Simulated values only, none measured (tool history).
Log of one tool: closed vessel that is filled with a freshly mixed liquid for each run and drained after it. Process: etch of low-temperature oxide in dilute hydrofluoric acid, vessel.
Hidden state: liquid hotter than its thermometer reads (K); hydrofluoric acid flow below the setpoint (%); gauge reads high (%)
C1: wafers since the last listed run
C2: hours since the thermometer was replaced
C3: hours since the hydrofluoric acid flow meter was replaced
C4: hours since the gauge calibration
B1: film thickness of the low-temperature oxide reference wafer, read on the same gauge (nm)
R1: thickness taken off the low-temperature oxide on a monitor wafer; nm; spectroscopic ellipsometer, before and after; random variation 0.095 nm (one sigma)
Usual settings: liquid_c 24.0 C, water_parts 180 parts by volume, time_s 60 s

run 1 hour=0.0 | liquid_c=24.0 water_parts=180 time_s=60 | C1=0 C2=2376.6 C3=1335.6 C4=232.3 | B1=120.00 | R1=9.59
run 2 hour=31.8 | liquid_c=24.0 water_parts=180 time_s=60 | C1=3306 C2=2408.4 C3=1367.4 C4=264.1 | B1=119.99 | R1=9.71
run 3 hour=48.9 | liquid_c=24.0 water_parts=180 time_s=60 | C1=1777 C2=2425.5 C3=1384.5 C4=281.2 | B1=119.99 | R1=9.84
run 4 hour=73.5 | liquid_c=24.0 water_parts=180 time_s=60 | C1=2557 C2=2450.1 C3=1409.1 C4=305.8 | B1=119.99 | R1=9.86
run 5 hour=109.2 | liquid_c=24.0 water_parts=180 time_s=60 | C1=3711 C2=2485.8 C3=1444.8 C4=341.5 | B1=119.99 | R1=9.74
-- hour=153.0 gauge calibrated
run 6 hour=205.9 | liquid_c=24.0 water_parts=180 time_s=60 | C1=10053 C2=2582.5 C3=1541.5 C4=52.9 | B1=119.99 | R1=9.89
-- hour=216.0 thermometer replaced
run 7 hour=224.6 | liquid_c=24.0 water_parts=180 time_s=60 | C1=1840 C2=8.6 C3=1560.2 C4=71.6 | B1=120.02 | R1=9.69
run 8 hour=249.3 | liquid_c=24.0 water_parts=180 time_s=60 | C1=2568 C2=33.3 C3=1584.9 C4=96.3 | B1=120.01 | R1=9.70
run 9 hour=274.4 | liquid_c=24.0 water_parts=95 time_s=80 | C1=2609 C2=58.4 C3=1610.0 C4=121.4 | B1=120.02 | R1=27.21
run 10 hour=296.7 | liquid_c=24.0 water_parts=180 time_s=60 | C1=2318 C2=80.7 C3=1632.3 C4=143.7 | B1=120.01 | R1=9.70
run 11 hour=311.2 | liquid_c=22.5 water_parts=265 time_s=60 | C1=1507 C2=95.2 C3=1646.8 C4=158.2 | B1=119.99 | R1=5.78
-- hour=318.0 hydrofluoric acid flow meter replaced
run 12 hour=330.2 | liquid_c=24.0 water_parts=180 time_s=80 | C1=1871 C2=114.2 C3=12.2 C4=177.2 | B1=119.99 | R1=13.12
run 13 hour=359.1 | liquid_c=24.0 water_parts=95 time_s=80 | C1=3004 C2=143.1 C3=41.1 C4=206.1 | B1=120.03 | R1=26.67
run 14 hour=385.9 | liquid_c=24.0 water_parts=180 time_s=75 | C1=2786 C2=169.9 C3=67.9 C4=232.9 | B1=119.98 | R1=12.04
run 15 hour=407.3 | liquid_c=24.0 water_parts=225 time_s=60 | C1=2224 C2=191.3 C3=89.3 C4=254.3 | B1=120.02 | R1=7.53
run 16 hour=449.7 | liquid_c=20.0 water_parts=120 time_s=45 | C1=4408 C2=233.7 C3=131.7 C4=296.7 | B1=120.00 | R1=9.93
run 17 hour=469.0 | liquid_c=24.0 water_parts=265 time_s=60 | C1=2006 C2=253.0 C3=151.0 C4=316.0 | B1=119.99 | R1=6.05

Forecast each of these 4 alternatives for the next run:
run A hour=469.7 | liquid_c=24.0 water_parts=180 time_s=60 | C1=72 C2=253.7 C3=151.7 C4=316.7 | B1=? | R1=?
run B hour=469.7 | liquid_c=27.5 water_parts=180 time_s=60 | C1=72 C2=253.7 C3=151.7 C4=316.7 | B1=? | R1=?
run C hour=469.7 | liquid_c=22.5 water_parts=180 time_s=50 | C1=72 C2=253.7 C3=151.7 C4=316.7 | B1=? | R1=?
run D hour=469.7 | liquid_c=25.5 water_parts=210 time_s=50 | C1=72 C2=253.7 C3=151.7 C4=316.7 | B1=? | R1=?

run=A B1=120.01 R1=9.78
run=B B1=120.01 R1=11.12
run=C B1=120.01 R1=7.70
run=D B1=120.01 R1=7.14
Without the tool's hidden state the same runs would have given:
run=A R1=9.78
run=B R1=11.12
run=C R1=7.70
run=D R1=7.14
